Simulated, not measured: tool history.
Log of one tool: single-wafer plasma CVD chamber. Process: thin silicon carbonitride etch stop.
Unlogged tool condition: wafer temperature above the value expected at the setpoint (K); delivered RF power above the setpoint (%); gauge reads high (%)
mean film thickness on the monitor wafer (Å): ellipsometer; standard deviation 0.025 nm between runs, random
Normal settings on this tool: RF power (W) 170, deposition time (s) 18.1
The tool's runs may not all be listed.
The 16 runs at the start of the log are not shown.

| run | day | RF power (W) | deposition time (s) | wafers since the last listed run | hours since the last thermocouple change | hours since the last RF generator calibration | hours since the showerhead was replaced | hours since the gauge calibration | read-back reference wafer on the same gauge, thickness_nm | mean film thickness on the monitor wafer (Å) |
|---|---|---|---|---|---|---|---|---|---|---|
| 17 | 50.996 | 200 | 15.9 | 3918 | 1327.2 | 1168.9 | 148.7 | 137.3 | 10.449 | 84.28 |
| 18 | 55.054 | 170 | 18.1 | 3898 | 1424.6 | 1266.3 | 246.1 | 234.7 | 10.45 | 92.5 |
|  | 55.725 | RF generator calibrated |
| 19 | 59.142 | 180 | 19.9 | 3606 | 1522.7 | 82 | 344.2 | 332.8 | 10.448 | 104.77 |
| 20 | 62.3 | 170 | 16.7 | 3034 | 1598.5 | 157.8 | 420 | 408.6 | 10.449 | 86.59 |
| 21 | 66.608 | 170 | 20 | 4139 | 1701.9 | 261.2 | 523.4 | 512 | 10.45 | 103.28 |
|  | 68.646 | thermocouple changed; heater temperature recalibrated |
| 22 | 69.254 | 170 | 18.1 | 2221 | 14.6 | 324.7 | 586.9 | 575.5 | 10.451 | 93.28 |
| 23 | 78.158 | 170 | 18.1 | 8554 | 228.3 | 538.4 | 800.6 | 789.2 | 10.449 | 93.41 |
| 24 | 80.45 | 170 | 18.1 | 2201 | 283.3 | 593.4 | 855.6 | 844.2 | 10.451 | 92.58 |
| 25 | 82.646 | 170 | 21.4 | 2109 | 336 | 646.1 | 908.3 | 896.9 | 10.448 | 109.44 |
| 26 | 84.921 | 200 | 20 | 2185 | 390.6 | 700.7 | 962.9 | 951.5 | 10.446 | 106.3 |
| 27 | 87.525 | 180 | 21.3 | 2501 | 453.1 | 763.2 | 1025.4 | 1014 | 10.445 | 110.48 |
| 28 | 89.329 | 170 | 18.1 | 1733 | 496.4 | 806.5 | 1068.7 | 1057.3 | 10.454 | 92.67 |
| 29 | 93.692 | 155 | 18.1 | 4191 | 601.1 | 911.2 | 1173.4 | 1162 | 10.447 | 90.57 |
| 30 | 97.542 | 190 | 21.4 | 3698 | 693.5 | 1003.6 | 1265.8 | 1254.4 | 10.446 | 111.98 |
| 31 | 99.375 | 180 | 20.6 | 1761 | 737.5 | 1047.6 | 1309.8 | 1298.4 | 10.451 | 106.63 |
| 32 | 103.179 | 170 | 18.1 | 3654 | 828.8 | 1138.9 | 1401.1 | 1389.7 | 10.453 | 92.24 |
| 33 | 106.925 | 170 | 18.1 | 3598 | 918.7 | 1228.8 | 1491 | 1479.6 | 10.45 | 92.27 |
|  | 111.071 | RF generator calibrated |
| 34 | 114.358 | 140 | 18.1 | 6821 | 1097.1 | 78.9 | 1669.4 | 1658 | 10.449 | 89.74 |

Branching from run 34: 5 alternative next runs. What would each branch give?
| A | 114.375 | 170 | 20.5 | 16 | 1097.5 | 79.3 | 1669.8 | 1658.4 | ? | ? |
| B | 114.375 | 180 | 15 | 16 | 1097.5 | 79.3 | 1669.8 | 1658.4 | ? | ? |
| C | 114.375 | 195 | 21.5 | 16 | 1097.5 | 79.3 | 1669.8 | 1658.4 | ? | ? |
| D | 114.375 | 190 | 21 | 16 | 1097.5 | 79.3 | 1669.8 | 1658.4 | ? | ? |
| E | 114.375 | 190 | 15.3 | 16 | 1097.5 | 79.3 | 1669.8 | 1658.4 | ? | ? |

| run | read-back reference wafer on the same gauge, thickness_nm | mean film thickness on the monitor wafer (Å) |
|---|---|---|
| A | 10.447 | 106.11 |
| B | 10.447 | 78.6 |
| C | 10.447 | 114.67 |
| D | 10.447 | 111.36 |
| E | 10.447 | 81.13 |
Take away the tool's hidden state, keep each run's random variation, and the runs would have read:
| run | mean film thickness on the monitor wafer (Å) |
|---|---|
| A | 106.73 |
| B | 79.07 |
| C | 115.34 |
| D | 112.01 |
| E | 81.61 |

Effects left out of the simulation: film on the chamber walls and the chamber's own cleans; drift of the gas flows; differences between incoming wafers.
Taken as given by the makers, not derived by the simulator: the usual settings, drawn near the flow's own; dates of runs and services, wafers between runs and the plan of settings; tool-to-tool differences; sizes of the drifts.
